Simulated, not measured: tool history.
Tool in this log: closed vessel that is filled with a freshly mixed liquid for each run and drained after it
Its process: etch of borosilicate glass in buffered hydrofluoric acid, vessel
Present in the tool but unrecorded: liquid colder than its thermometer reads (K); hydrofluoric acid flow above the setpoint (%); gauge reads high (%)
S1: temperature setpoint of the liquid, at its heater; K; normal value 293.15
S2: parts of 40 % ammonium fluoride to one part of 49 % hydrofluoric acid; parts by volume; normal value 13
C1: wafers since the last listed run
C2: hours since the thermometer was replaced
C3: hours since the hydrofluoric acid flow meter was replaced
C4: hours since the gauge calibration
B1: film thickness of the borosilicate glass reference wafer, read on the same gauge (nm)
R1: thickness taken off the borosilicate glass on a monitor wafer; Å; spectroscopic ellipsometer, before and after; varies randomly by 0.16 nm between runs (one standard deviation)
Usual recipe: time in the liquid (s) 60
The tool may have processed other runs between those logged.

{"run": 1, "day": 0.0, "S1": 293.15, "S2": 13, "time in the liquid (s)": 60, "C1": 0, "C2": 1292.9, "C3": 544.5, "C4": 270.2, "B1": 30.02, "R1": 424.7}
{"run": 2, "day": 0.258, "S1": 293.15, "S2": 13, "time in the liquid (s)": 80, "C1": 605, "C2": 1299.1, "C3": 550.7, "C4": 276.4, "B1": 30, "R1": 569}
{"run": 3, "day": 0.788, "S1": 293.15, "S2": 13, "time in the liquid (s)": 80, "C1": 1240, "C2": 1311.8, "C3": 563.4, "C4": 289.1, "B1": 30.01, "R1": 567.6}
{"run": 4, "day": 1.329, "S1": 293.15, "S2": 13, "time in the liquid (s)": 60, "C1": 1269, "C2": 1324.8, "C3": 576.4, "C4": 302.1, "B1": 30.01, "R1": 425.7}
{"run": 5, "day": 1.633, "S1": 296.15, "S2": 13, "time in the liquid (s)": 85, "C1": 713, "C2": 1332.1, "C3": 583.7, "C4": 309.4, "B1": 30, "R1": 707.8}
{"run": 6, "day": 2.079, "S1": 291.65, "S2": 13, "time in the liquid (s)": 60, "C1": 1045, "C2": 1342.8, "C3": 594.4, "C4": 320.1, "B1": 30.03, "R1": 390.6}
{"run": 7, "day": 2.55, "S1": 291.65, "S2": 13, "time in the liquid (s)": 60, "C1": 1103, "C2": 1354.1, "C3": 605.7, "C4": 331.4, "B1": 30.02, "R1": 393.1}
{"run": 8, "day": 2.9, "S1": 291.65, "S2": 13, "time in the liquid (s)": 60, "C1": 820, "C2": 1362.5, "C3": 614.1, "C4": 339.8, "B1": 29.98, "R1": 393}
{"run": 9, "day": 3.233, "S1": 293.15, "S2": 13, "time in the liquid (s)": 60, "C1": 781, "C2": 1370.5, "C3": 622.1, "C4": 347.8, "B1": 30.01, "R1": 424.6}
{"run": 10, "day": 3.762, "S1": 293.15, "S2": 13, "time in the liquid (s)": 60, "C1": 1240, "C2": 1383.2, "C3": 634.8, "C4": 360.5, "B1": 29.99, "R1": 426.1}
{"day": 4.142, "done": "gauge calibrated"}
{"run": 11, "day": 4.508, "S1": 293.15, "S2": 13, "time in the liquid (s)": 60, "C1": 1748, "C2": 1401.1, "C3": 652.7, "C4": 8.8, "B1": 29.99, "R1": 428.2}
{"run": 12, "day": 4.846, "S1": 293.15, "S2": 13, "time in the liquid (s)": 60, "C1": 791, "C2": 1409.2, "C3": 660.8, "C4": 16.9, "B1": 30.01, "R1": 428}
{"run": 13, "day": 5.367, "S1": 297.15, "S2": 11.5, "time in the liquid (s)": 85, "C1": 1221, "C2": 1421.7, "C3": 673.3, "C4": 29.4, "B1": 29.98, "R1": 851.4}
{"day": 5.583, "done": "thermometer replaced"}
{"run": 14, "day": 5.742, "S1": 291.15, "S2": 13, "time in the liquid (s)": 60, "C1": 781, "C2": 3.8, "C3": 682.3, "C4": 38.4, "B1": 30, "R1": 402.1}
{"run": 15, "day": 6.096, "S1": 293.15, "S2": 13, "time in the liquid (s)": 60, "C1": 830, "C2": 12.3, "C3": 690.8, "C4": 46.9, "B1": 30, "R1": 449.6}
{"run": 16, "day": 6.733, "S1": 290.15, "S2": 13, "time in the liquid (s)": 85, "C1": 1494, "C2": 27.6, "C3": 706.1, "C4": 62.2, "B1": 29.99, "R1": 537.3}
{"day": 7.204, "done": "hydrofluoric acid flow meter replaced"}
{"run": 17, "day": 7.471, "S1": 291.65, "S2": 11.5, "time in the liquid (s)": 35, "C1": 1631, "C2": 45.3, "C3": 6.4, "C4": 79.9, "B1": 29.98, "R1": 254.5}
{"run": 18, "day": 8.167, "S1": 293.15, "S2": 8, "time in the liquid (s)": 60, "C1": 1631, "C2": 62, "C3": 23.1, "C4": 96.6, "B1": 30.01, "R1": 669.1}
{"run": 19, "day": 8.525, "S1": 297.15, "S2": 11.5, "time in the liquid (s)": 45, "C1": 840, "C2": 70.6, "C3": 31.7, "C4": 105.2, "B1": 29.99, "R1": 444.8}
{"run": 20, "day": 8.888, "S1": 293.15, "S2": 15, "time in the liquid (s)": 60, "C1": 849, "C2": 79.3, "C3": 40.4, "C4": 113.9, "B1": 29.99, "R1": 366.2}
{"run": 21, "day": 9.45, "S1": 293.15, "S2": 13, "time in the liquid (s)": 90, "C1": 1318, "C2": 92.8, "C3": 53.9, "C4": 127.4, "B1": 30.04, "R1": 632.2}
{"run": 22, "day": 10.079, "S1": 293.15, "S2": 17.5, "time in the liquid (s)": 60, "C1": 1475, "C2": 107.9, "C3": 69, "C4": 142.5, "B1": 30.01, "R1": 315.5}
{"run": 23, "day": 10.596, "S1": 293.15, "S2": 13, "time in the liquid (s)": 60, "C1": 1211, "C2": 120.3, "C3": 81.4, "C4": 154.9, "B1": 30.02, "R1": 424.7}
{"run": 24, "day": 11.179, "S1": 291.65, "S2": 15.5, "time in the liquid (s)": 30, "C1": 1367, "C2": 134.3, "C3": 95.4, "C4": 168.9, "B1": 29.95, "R1": 163.8}
{"run": 25, "day": 11.617, "S1": 293.15, "S2": 13, "time in the liquid (s)": 30, "C1": 1025, "C2": 144.8, "C3": 105.9, "C4": 179.4, "B1": 29.95, "R1": 211.6}
{"run": 26, "day": 13.604, "S1": 295.65, "S2": 13, "time in the liquid (s)": 45, "C1": 4659, "C2": 192.5, "C3": 153.6, "C4": 227.1, "B1": 29.99, "R1": 364.2}
{"run": 27, "day": 14.175, "S1": 293.15, "S2": 13, "time in the liquid (s)": 60, "C1": 1338, "C2": 206.2, "C3": 167.3, "C4": 240.8, "B1": 30.01, "R1": 424.2}
{"run": 28, "day": 14.458, "S1": 295.65, "S2": 13, "time in the liquid (s)": 80, "C1": 664, "C2": 213, "C3": 174.1, "C4": 247.6, "B1": 29.99, "R1": 651.7}
{"run": 29, "day": 15.183, "S1": 293.15, "S2": 15.5, "time in the liquid (s)": 60, "C1": 1699, "C2": 230.4, "C3": 191.5, "C4": 265, "B1": 30.01, "R1": 356.1}
{"run": 30, "day": 15.65, "S1": 293.15, "S2": 13, "time in the liquid (s)": 75, "C1": 1094, "C2": 241.6, "C3": 202.7, "C4": 276.2, "B1": 30.01, "R1": 529.4}
{"run": 31, "day": 16.279, "S1": 290.15, "S2": 13, "time in the liquid (s)": 50, "C1": 1475, "C2": 256.7, "C3": 217.8, "C4": 291.3, "B1": 30.03, "R1": 301.3}
{"run": 32, "day": 16.904, "S1": 291.65, "S2": 9.5, "time in the liquid (s)": 60, "C1": 1465, "C2": 271.7, "C3": 232.8, "C4": 306.3, "B1": 29.98, "R1": 521.7}
{"run": 33, "day": 17.321, "S1": 293.15, "S2": 13, "time in the liquid (s)": 60, "C1": 976, "C2": 281.7, "C3": 242.8, "C4": 316.3, "B1": 30, "R1": 425.5}
{"run": 34, "day": 17.817, "S1": 293.15, "S2": 13, "time in the liquid (s)": 60, "C1": 1162, "C2": 293.6, "C3": 254.7, "C4": 328.2, "B1": 29.98, "R1": 422.8}

Selected run-to-run steps in R1, each split into two signed amounts: the part the tool would show with no hidden state at all (from settings, incoming material and random variation), and the remainder, which goes to the hidden state together with any gauge scatter not common to the measured and the hidden-state-free results:
Run 12 -> 13: S1 293.15 -> 297.15, S2 13 -> 11.5, time in the liquid (s) 60 -> 85. R1 +423.4 Å: hidden state +6.2, all else +417.2.
Run 13 -> 14: S1 297.15 -> 291.15, S2 11.5 -> 13, time in the liquid (s) 85 -> 60, thermometer replaced. R1 -449.3 Å: hidden state +11, all else -460.3.
Run 16 -> 17: S1 290.15 -> 291.65, S2 13 -> 11.5, time in the liquid (s) 85 -> 35, hydrofluoric acid flow meter replaced. R1 -282.8 Å: hidden state -30.9, all else -251.9.
Run 17 -> 18: S1 291.65 -> 293.15, S2 11.5 -> 8, time in the liquid (s) 35 -> 60. R1 +414.6 Å: hidden state -0.1, all else +414.7.
